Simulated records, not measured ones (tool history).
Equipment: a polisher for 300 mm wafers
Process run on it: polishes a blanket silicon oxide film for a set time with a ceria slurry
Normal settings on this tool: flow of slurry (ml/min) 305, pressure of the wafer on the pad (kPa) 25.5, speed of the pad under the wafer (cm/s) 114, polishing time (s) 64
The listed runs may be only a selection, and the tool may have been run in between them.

run	hour	flow of slurry (ml/min)	pressure of the wafer on the pad (kPa)	speed of the pad under the wafer (cm/s)	polishing time (s)	incoming thickness of the incoming film, nm	film removed (nm)
1	0.0	305	25.5	114	64	1471.0	305.2
# hour 13.3: slurry nozzle cleaned
2	20.1	275	25.5	114	64	1462.5	298.5
3	47.0	275	25.5	114	64	1496.9	296.6
# hour 60.2: worn pad replaced by a new one
4	70.0	305	25.5	114	64	1477.5	321.3
5	82.8	305	25.5	114	64	1516.9	320.4
6	100.1	305	25.5	114	64	1478.0	316.4
7	112.8	305	25.5	114	64	1470.6	315.9
8	137.4	305	25.5	114	64	1499.6	313.0
9	162.6	280	25.5	114	64	1511.4	305.3
# hour 187.6: worn pad replaced by a new one
10	194.6	280	25.5	114	64	1492.3	323.0
11	212.1	280	25.5	114	64	1486.2	321.1
12	236.1	260	29.0	114	64	1523.8	343.5
13	268.4	305	25.5	114	64	1513.2	316.3
14	290.5	305	25.5	114	64	1478.5	307.4
15	309.3	305	25.5	114	64	1493.3	299.3
# hour 316.2: worn pad replaced by a new one
# hour 316.6: head pressure recalibrated
# hour 351.5: slurry nozzle cleaned
16	398.6	375	23.4	84	79	1495.0	273.0
17	421.2	305	25.5	114	85	1472.0	402.3
18	447.6	305	25.5	114	64	1489.0	292.1
# hour 455.2: worn pad replaced by a new one
19	464.4	395	32.4	128	64	1484.4	439.2
20	477.9	305	25.5	114	64	1499.6	328.1
21	498.6	205	25.5	98	74	1508.5	311.2
22	522.4	305	33.8	138	64	1491.0	463.0
23	542.6	305	20.7	114	64	1470.3	275.2
24	556.6	305	29.6	148	58	1517.0	410.1
25	591.4	335	25.5	88	64	1485.8	231.6
# hour 604.9: worn pad replaced by a new one
26	613.0	305	25.5	114	64	1480.7	337.6
27	635.3	305	25.5	114	64	1514.4	340.2
28	660.2	385	21.4	114	64	1488.8	301.8

Consider 4 possible next runs. They are alternatives, not a sequence: every one starts from the tool as it was left by run 28. What does each give?
A	660.6	305	25.5	114	64	1499.2	?
B	660.6	305	25.5	88	64	1499.2	?
C	660.6	305	25.5	114	53	1499.2	?
D	660.6	305	25.5	96	64	1499.2	?

run	film removed (nm)
A	335.8
B	259.2
C	278.1
D	282.8
Without the tool's unlogged condition, the same runs would have read:
run	film removed (nm)
A	321.7
B	248.3
C	266.4
D	270.9
